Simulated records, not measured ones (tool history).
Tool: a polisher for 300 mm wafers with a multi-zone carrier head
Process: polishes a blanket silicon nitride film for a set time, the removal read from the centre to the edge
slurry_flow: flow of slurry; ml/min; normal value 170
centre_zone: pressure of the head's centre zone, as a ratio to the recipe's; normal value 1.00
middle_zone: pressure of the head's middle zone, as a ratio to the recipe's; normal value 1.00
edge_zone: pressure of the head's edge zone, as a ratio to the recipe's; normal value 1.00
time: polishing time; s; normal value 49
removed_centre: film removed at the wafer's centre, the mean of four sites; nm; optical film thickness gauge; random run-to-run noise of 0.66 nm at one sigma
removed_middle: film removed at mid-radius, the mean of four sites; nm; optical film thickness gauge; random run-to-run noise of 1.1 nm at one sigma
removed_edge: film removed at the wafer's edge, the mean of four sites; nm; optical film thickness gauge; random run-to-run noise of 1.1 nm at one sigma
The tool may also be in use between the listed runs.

run	hour	slurry_flow	centre_zone	middle_zone	edge_zone	time	incoming thickness of the incoming film, nm	removed_centre	removed_middle	removed_edge
1	0.0	130	1.00	1.00	1.00	49	919.4	79.2	80.1	81.7
2	53.9	130	1.00	1.00	1.00	49	897.2	79.3	80.1	80.7
3	132.9	170	1.00	1.00	0.92	49	906.2	81.5	83.3	78.8
# hour 158.8: centre zone pressure recalibrated
4	229.0	170	1.00	1.00	0.92	49	902.9	80.6	83.7	80.7
# hour 252.2: slurry nozzle cleaned
# hour 318.8: worn pad replaced by a new one
# hour 347.8: edge zone pressure recalibrated
5	477.7	170	1.00	1.00	1.00	49	896.9	83.4	86.6	85.3
6	544.8	170	1.00	1.00	1.00	49	901.6	82.7	84.9	82.1
# hour 602.6: carrier head's membrane replaced by a new one
7	632.1	170	1.00	0.91	1.00	49	913.3	81.8	82.5	84.6
8	699.8	170	1.00	0.91	1.00	49	909.6	82.8	80.8	84.6
9	790.0	170	1.07	0.94	1.00	49	911.5	89.0	80.5	84.7
# hour 831.3: slurry nozzle cleaned
# hour 846.0: worn pad replaced by a new one, of another model than before
10	848.8	170	1.00	1.00	1.00	49	905.7	86.5	88.1	87.5
11	947.9	170	1.00	1.00	1.00	49	894.1	84.2	87.5	84.6
# hour 972.7: centre zone pressure recalibrated
12	1013.9	130	0.95	1.00	1.00	58	907.9	92.3	99.2	97.4
13	1121.4	170	1.00	1.00	1.00	49	923.8	85.5	85.5	83.8
14	1169.9	170	1.00	1.00	1.00	49	890.1	84.2	86.2	83.8
15	1263.2	170	1.00	0.95	0.95	49	897.1	85.6	85.2	84.1
# hour 1284.5: slurry nozzle cleaned
16	1335.5	110	1.03	1.00	0.94	49	910.5	85.8	86.4	82.2
# hour 1341.2: worn pad replaced by a new one
17	1394.1	130	1.00	1.00	1.00	49	925.4	83.7	85.8	81.8
18	1442.0	170	1.11	1.00	1.09	39	911.3	75.3	70.6	71.7
19	1534.5	185	1.00	0.93	1.05	54	907.9	93.6	95.2	96.2
20	1621.7	170	1.05	1.00	0.92	49	921.7	90.3	87.6	83.6
# hour 1818.4: slurry nozzle cleaned
21	1871.5	225	1.00	1.00	1.00	49	905.2	88.6	89.5	87.8
# hour 1881.1: centre zone pressure recalibrated
# hour 1891.0: worn pad replaced by a new one
22	1917.6	170	1.00	1.00	1.00	49	906.1	86.1	88.4	85.8
23	1973.5	170	1.00	1.04	1.04	49	921.4	86.3	90.1	86.2

Alternative continuations, all from the tool just after run 23; predict every row:
A	1973.9	170	1.00	1.00	1.00	49	911.7	?	?	?
B	1973.9	170	1.00	1.00	0.94	41	911.7	?	?	?
C	1973.9	170	1.00	1.00	1.07	49	911.7	?	?	?

run	removed_centre	removed_middle	removed_edge
A	85.4	89.6	83.7
B	71.5	75.0	68.8
C	85.4	89.6	85.5
With no hidden state in the tool, these same runs would have given:
run	removed_centre	removed_middle	removed_edge
A	87.2	91.2	84.8
B	72.9	76.3	69.7
C	87.2	91.2	86.6

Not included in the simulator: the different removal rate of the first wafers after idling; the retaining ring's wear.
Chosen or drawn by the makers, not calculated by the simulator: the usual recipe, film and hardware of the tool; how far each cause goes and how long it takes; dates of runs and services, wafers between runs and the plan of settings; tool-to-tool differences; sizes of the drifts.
